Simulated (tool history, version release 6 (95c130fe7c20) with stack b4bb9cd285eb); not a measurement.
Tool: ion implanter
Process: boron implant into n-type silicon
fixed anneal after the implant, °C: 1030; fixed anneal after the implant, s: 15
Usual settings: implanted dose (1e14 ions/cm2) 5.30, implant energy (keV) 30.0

run    hour  implanted dose (1e14 ions/cm2)  implant energy (keV)  read-back reference wafer on the same gauge, sheet resistance  sheet resistance of the implanted and annealed layer (ohm/square)
  1     0.0                            5.30                  30.0                                                         169.20                                                             189.79
  2    38.3                            5.30                  30.0                                                         169.33                                                             189.86
  3   104.7                            5.30                  30.0                                                         169.65                                                             185.78
  4   150.3                            5.30                  30.0                                                         169.58                                                             188.15
  5   202.3                            5.30                  33.5                                                         169.48                                                             187.48
  6   294.2                            5.30                  33.5                                                         169.64                                                             184.09
  7   330.4                            5.30                  33.5                                                         169.62                                                             184.74
      399.7  -- extraction supply calibrated
  8   400.2                            5.30                  30.0                                                         169.41                                                             188.82
      463.9  -- gauge calibrated
  9   539.5                            5.30                  30.0                                                         165.41                                                             184.68
      570.2  -- Faraday cup replaced and dose calibrated
 10   573.2                            5.30                  34.0                                                         165.70                                                             181.65
 11   607.3                            5.30                  34.0                                                         165.99                                                             179.26
 12   655.2                            5.30                  34.0                                                         166.17                                                             181.46
 13   726.6                            5.30                  30.0                                                         166.09                                                             183.31
 14   762.9                            5.30                  30.0                                                         166.38                                                             183.14
 15   814.5                            6.13                  34.5                                                         166.70                                                             161.67
 16   850.6                            5.30                  26.5                                                         166.75                                                             186.77
 17   919.5                            6.36                  30.0                                                         166.93                                                             158.12
 18   975.5                            5.30                  30.0                                                         167.36                                                             183.39
 19  1027.2                            3.99                  38.0                                                         167.04                                                             227.96
 20  1069.9                            6.07                  26.0                                                         167.42                                                             169.61
 21  1114.2                            4.52                  26.0                                                         167.59                                                             215.39
 22  1177.9                            3.82                  35.0                                                         167.69                                                             239.89
 23  1244.6                            6.05                  25.5                                                         167.93                                                             170.64
 24  1270.2                            5.78                  21.0                                                         167.86                                                             178.59
 25  1296.0                            6.00                  24.5                                                         168.04                                                             171.76
 26  1335.2                            6.43                  30.0                                                         168.07                                                             157.88
 27  1405.8                            5.30                  30.0                                                         168.01                                                             185.33
 28  1433.1                            5.30                  24.0                                                         168.28                                                             190.95
 29  1500.4                            5.30                  30.0                                                         168.41                                                             186.82
 30  1559.7                            5.30                  30.0                                                         168.45                                                             186.86
 31  1605.2                            4.23                  20.5                                                         168.21                                                             233.60
 32  1654.8                            5.30                  20.0                                                         168.59                                                             196.12
 33  1696.0                            3.97                  38.5                                                         168.71                                                             228.31
 34  1751.1                            4.35                  37.0                                                         168.61                                                             214.10
 35  1817.2                            5.30                  30.0                                                         168.84                                                             188.46
 36  1859.2                            6.73                  34.5                                                         168.84                                                             150.94
 37  1915.3                            6.27                  26.0                                                         168.99                                                             165.31
 38  1980.7                            4.74                  37.5                                                         168.88                                                             199.12

Forecast each of these 3 alternatives for the next run:
  A  1981.1                            4.83                  30.0                                                              ?                                                                  ?
  B  1981.1                            4.68                  39.0                                                              ?                                                                  ?
  C  1981.1                            4.02                  34.0                                                              ?                                                                  ?

run  read-back reference wafer on the same gauge, sheet resistance  sheet resistance of the implanted and annealed layer (ohm/square)
  A                                                         169.00                                                             201.60
  B                                                         169.00                                                             200.93
  C                                                         169.00                                                             231.21
Without the tool's hidden state the same runs would have given:
run  sheet resistance of the implanted and annealed layer (ohm/square)
  A                                                             196.89
  B                                                             196.23
  C                                                             225.80
